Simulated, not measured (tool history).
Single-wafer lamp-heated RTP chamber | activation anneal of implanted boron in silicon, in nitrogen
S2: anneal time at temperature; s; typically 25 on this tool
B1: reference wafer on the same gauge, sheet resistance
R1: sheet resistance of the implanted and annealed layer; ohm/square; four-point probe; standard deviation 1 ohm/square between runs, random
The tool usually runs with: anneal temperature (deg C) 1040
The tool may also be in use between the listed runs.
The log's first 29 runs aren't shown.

{"run": 30, "hour": 389.3, "anneal temperature (deg C)": 1021, "S2": 30, "B1": 675.16, "R1": 669.6}
{"run": 31, "hour": 411.3, "anneal temperature (deg C)": 1060, "S2": 31, "B1": 675.14, "R1": 665.42}
{"run": 32, "hour": 422.1, "anneal temperature (deg C)": 1050, "S2": 35, "B1": 675.16, "R1": 666.73}
{"run": 33, "hour": 436.4, "anneal temperature (deg C)": 1060, "S2": 33, "B1": 675.34, "R1": 665.76}
{"run": 34, "hour": 448.1, "anneal temperature (deg C)": 1053, "S2": 13, "B1": 675.76, "R1": 671.57}
{"run": 35, "hour": 455.3, "anneal temperature (deg C)": 1030, "S2": 31, "B1": 675.87, "R1": 670.07}
{"hour": 471.6, "done": "pyrometer window cleaned and pyrometer calibrated"}
{"run": 36, "hour": 472.1, "anneal temperature (deg C)": 1027, "S2": 17, "B1": 675.77, "R1": 671.55}
{"run": 37, "hour": 485.3, "anneal temperature (deg C)": 1015, "S2": 25, "B1": 676.2, "R1": 672.96}

Here are 4 independent what-if runs from the current tool condition. What would each one return?
{"run": "A", "hour": 485.7, "anneal temperature (deg C)": 1040, "S2": 25, "B1": "?", "R1": "?"}
{"run": "B", "hour": 485.7, "anneal temperature (deg C)": 1017, "S2": 38, "B1": "?", "R1": "?"}
{"run": "C", "hour": 485.7, "anneal temperature (deg C)": 1040, "S2": 12, "B1": "?", "R1": "?"}
{"run": "D", "hour": 485.7, "anneal temperature (deg C)": 1069, "S2": 25, "B1": "?", "R1": "?"}

run=A B1=676.09 R1=672.01
run=B B1=676.09 R1=671.48
run=C B1=676.09 R1=674.94
run=D B1=676.09 R1=668.56
With the hidden condition removed and each run's random variation left untouched, the same runs would have given:
run=A R1=669.86
run=B R1=669.33
run=C R1=672.78
run=D R1=666.42

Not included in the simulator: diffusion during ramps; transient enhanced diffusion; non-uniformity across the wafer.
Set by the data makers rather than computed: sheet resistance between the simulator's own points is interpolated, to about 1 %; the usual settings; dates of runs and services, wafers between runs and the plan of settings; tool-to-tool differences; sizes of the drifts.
